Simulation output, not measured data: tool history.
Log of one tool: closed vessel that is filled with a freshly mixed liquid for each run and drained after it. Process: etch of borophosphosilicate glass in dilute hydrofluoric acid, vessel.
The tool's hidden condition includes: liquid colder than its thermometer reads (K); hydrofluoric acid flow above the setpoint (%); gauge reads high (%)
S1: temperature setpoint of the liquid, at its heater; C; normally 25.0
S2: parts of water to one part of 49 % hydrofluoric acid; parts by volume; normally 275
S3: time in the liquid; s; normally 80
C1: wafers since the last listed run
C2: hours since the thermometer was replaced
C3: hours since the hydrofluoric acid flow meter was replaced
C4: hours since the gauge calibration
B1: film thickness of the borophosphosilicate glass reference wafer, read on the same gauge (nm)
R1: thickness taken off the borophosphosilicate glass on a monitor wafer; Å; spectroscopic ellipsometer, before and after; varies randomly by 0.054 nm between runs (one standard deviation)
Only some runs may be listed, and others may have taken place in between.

run	hour	S1	S2	S3	C1	C2	C3	C4	B1	R1
1	0.0	23.0	275	80	0	1033.0	567.6	622.3	50.00	78.3
2	61.3	25.0	275	80	6858	1094.3	628.9	683.6	49.99	86.0
# hour 76.3: hydrofluoric acid flow meter replaced
3	129.4	25.0	275	80	7507	1162.4	53.1	751.7	49.99	77.2
4	196.7	25.0	275	80	7530	1229.7	120.4	819.0	50.01	79.4
5	247.6	29.0	275	80	5695	1280.6	171.3	869.9	50.00	91.0
6	276.5	29.0	275	80	3233	1309.5	200.2	898.8	49.99	90.2
7	314.2	28.0	275	105	4218	1347.2	237.9	936.5	49.99	118.0
8	383.2	28.0	275	105	7720	1416.2	306.9	1005.5	50.00	116.4
9	449.1	28.0	275	105	7373	1482.1	372.8	1071.4	50.01	119.3
10	499.5	28.5	215	80	5639	1532.5	423.2	1121.8	50.01	126.0
# hour 499.7: gauge calibrated
11	565.7	22.5	350	40	7407	1598.7	489.4	66.0	49.98	27.8
12	610.9	29.0	275	80	5057	1643.9	534.6	111.2	50.00	95.6
# hour 618.3: hydrofluoric acid flow meter replaced
13	645.0	25.0	365	80	3703	1678.0	26.7	145.3	50.00	53.4
14	721.9	25.0	275	125	8604	1754.9	103.6	222.2	50.02	123.2
15	759.9	30.0	360	120	4251	1792.9	141.6	260.2	50.00	98.6
16	824.0	25.0	275	80	7172	1857.0	205.7	324.3	50.00	79.8
17	854.0	25.0	345	35	3356	1887.0	235.7	354.3	49.99	26.0
18	900.1	28.0	190	45	5158	1933.1	281.8	400.4	50.01	79.7
19	968.6	27.5	215	80	7664	2001.6	350.3	468.9	50.02	120.8
20	1021.9	21.5	395	125	5963	2054.9	403.6	522.2	50.01	72.0
21	1064.9	25.0	275	80	4811	2097.9	446.6	565.2	50.00	83.1
22	1096.5	25.0	275	40	3535	2129.5	478.2	596.8	49.99	42.2
23	1146.4	27.0	200	30	5583	2179.4	528.1	646.7	49.99	50.3
# hour 1155.0: hydrofluoric acid flow meter replaced
# hour 1156.0: thermometer replaced
24	1187.9	20.5	385	100	4419	31.9	32.9	688.2	50.00	54.5
25	1256.7	28.0	275	105	7697	100.7	101.7	757.0	50.02	117.1
26	1352.0	23.5	275	80	10662	196.0	197.0	852.3	50.00	76.3
27	1418.6	25.0	275	80	7451	262.6	263.6	918.9	49.99	82.0
28	1468.3	29.5	175	50	5560	312.3	313.3	968.6	50.02	104.7
29	1535.2	27.0	150	80	7485	379.2	380.2	1035.5	50.01	187.0
30	1600.6	28.5	275	80	7317	444.6	445.6	1100.9	50.00	93.6
31	1649.1	23.5	405	55	5426	493.1	494.1	1149.4	50.01	33.5
32	1759.7	25.0	275	120	12374	603.7	604.7	1260.0	50.01	128.5

Table of differences, measured result less the result of that run with no hidden state. Run-to-run variation is the same in both. Gauge scatter possibly is not:
run	R1
1	+7.2
2	+8.7
3	+0.8
4	+1.7
5	+2.7
6	+3.1
7	+4.7
8	+5.8
9	+7.2
10	+8.3
11	+2.1
12	+8.1
13	+0.3
14	+2.3
15	+2.6
16	+2.7
17	+1.1
18	+3.5
19	+6.7
20	+4.8
21	+5.9
22	+3.2
23	+3.9
24	+1.3
25	+4.0
26	+3.7
27	+4.8
28	+6.5
29	+13.1
30	+8.1
31	+3.2
32	+13.7

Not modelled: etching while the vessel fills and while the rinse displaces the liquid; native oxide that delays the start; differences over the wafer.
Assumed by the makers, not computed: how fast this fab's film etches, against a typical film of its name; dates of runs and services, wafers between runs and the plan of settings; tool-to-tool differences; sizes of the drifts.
